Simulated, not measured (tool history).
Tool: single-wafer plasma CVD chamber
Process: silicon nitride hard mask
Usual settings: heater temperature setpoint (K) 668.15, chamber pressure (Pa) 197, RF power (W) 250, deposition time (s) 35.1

run,hour,heater temperature setpoint (K),chamber pressure (Pa),RF power (W),deposition time (s),wafers since the last listed run,hours since the last thermocouple change,hours since the last RF generator calibration,hours since the last manometer calibration,hours since the showerhead was replaced,hours since the gauge calibration,"read-back reference wafer on the same gauge, thickness_nm",mean film thickness on the monitor wafer (angstrom)
1,0,668.15,197,250,35.1,0,1154.7,1686.7,1841.2,7355.4,185.4,30.476,315.39
2,16.7,668.15,197,250,35.1,572,1171.4,1703.4,1857.9,7372.1,202.1,30.46,314.52
3,42.6,668.15,197,250,35.1,887,1197.3,1729.3,1883.8,7398,228,30.499,317.61
4,70.3,668.15,197,250,35.1,948,1225,1757,1911.5,7425.7,255.7,30.449,316.29
5,98.7,668.15,197,250,30,972,1253.4,1785.4,1939.9,7454.1,284.1,30.49,270.91
6,119.9,668.15,197,260,35.1,726,1274.6,1806.6,1961.1,7475.3,305.3,30.481,324.48
# hour 130.1: gauge calibrated
7,134,668.15,197,260,35.1,483,1288.7,1820.7,1975.2,7489.4,3.9,30.512,324.26
8,164.8,668.15,171,250,35.1,1055,1319.5,1851.5,2006,7520.2,34.7,30.489,305.64
# hour 179.7: thermocouple changed; heater temperature recalibrated
9,185,661.15,216,250,35.1,417,5.3,1871.7,2026.2,7540.4,54.9,30.503,320.33
10,212.9,661.15,216,250,35.1,955,33.2,1899.6,2054.1,7568.3,82.8,30.485,320.97
11,230,661.15,216,250,35.1,585,50.3,1916.7,2071.2,7585.4,99.9,30.538,322.68
12,254.6,663.15,197,250,35.1,842,74.9,1941.3,2095.8,7610,124.5,30.529,316.4
13,274.2,668.15,197,275,35.1,671,94.5,1960.9,2115.4,7629.6,144.1,30.511,337.36
14,357.7,681.15,163,215,33.3,2860,178,2044.4,2198.9,7713.1,227.6,30.503,257.15
15,384,672.15,197,250,41.8,900,204.3,2070.7,2225.2,7739.4,253.9,30.505,376.91
# hour 403.3: showerhead replaced
# hour 410.2: capacitance manometer re-zeroed and calibrated
16,410.7,668.15,197,290,32.3,405,231,2097.4,0.5,7.4,280.6,30.482,322.79
17,423.9,655.15,197,250,30.9,452,244.2,2110.6,13.7,20.6,293.8,30.503,279.54
18,437.5,668.15,197,250,35.1,465,257.8,2124.2,27.3,34.2,307.4,30.51,315.18
# hour 452.3: gauge calibrated
# hour 453.8: RF generator calibrated
19,456.7,668.15,171,250,35.1,383,277,2.9,46.5,53.4,4.4,30.519,325.07
20,488,663.15,211,210,41.1,1072,308.3,34.2,77.8,84.7,35.7,30.512,350.94
21,516.7,668.15,197,215,35.1,983,337,62.9,106.5,113.4,64.4,30.51,297.41
22,531.1,668.15,197,280,40.8,493,351.4,77.3,120.9,127.8,78.8,30.504,417.33
23,544,668.15,197,250,35.1,441,364.3,90.2,133.8,140.7,91.7,30.48,331.59
24,560.4,668.15,231,250,31.2,561,380.7,106.6,150.2,157.1,108.1,30.498,301.88
25,576.3,668.15,197,250,35.1,544,396.6,122.5,166.1,173,124,30.479,329.52
26,590.6,679.15,197,250,40.5,489,410.9,136.8,180.4,187.3,138.3,30.549,380.97

Measured less the same run without the tool's hidden state. The same run-to-run variation is in both; the gauge's scatter may not be:
The hidden state here: wafer temperature above the value expected at the setpoint (K); delivered RF power above the setpoint (%); true pressure above the setpoint (%); gauge reads high (%).
run,mean film thickness on the monitor wafer (angstrom)
1,-19.34
2,-19.33
3,-19.59
4,-19.58
5,-16.84
6,-20.14
7,-20.16
8,-19.15
9,-20.1
10,-20.21
11,-20.35
12,-20
13,-21.2
14,-17.22
15,-24.1
16,-20.02
17,-17.93
18,-20.24
19,-1.52
20,-2.71
21,-3.03
22,-4.34
23,-3.92
24,-3.96
25,-4.71
26,-5.85
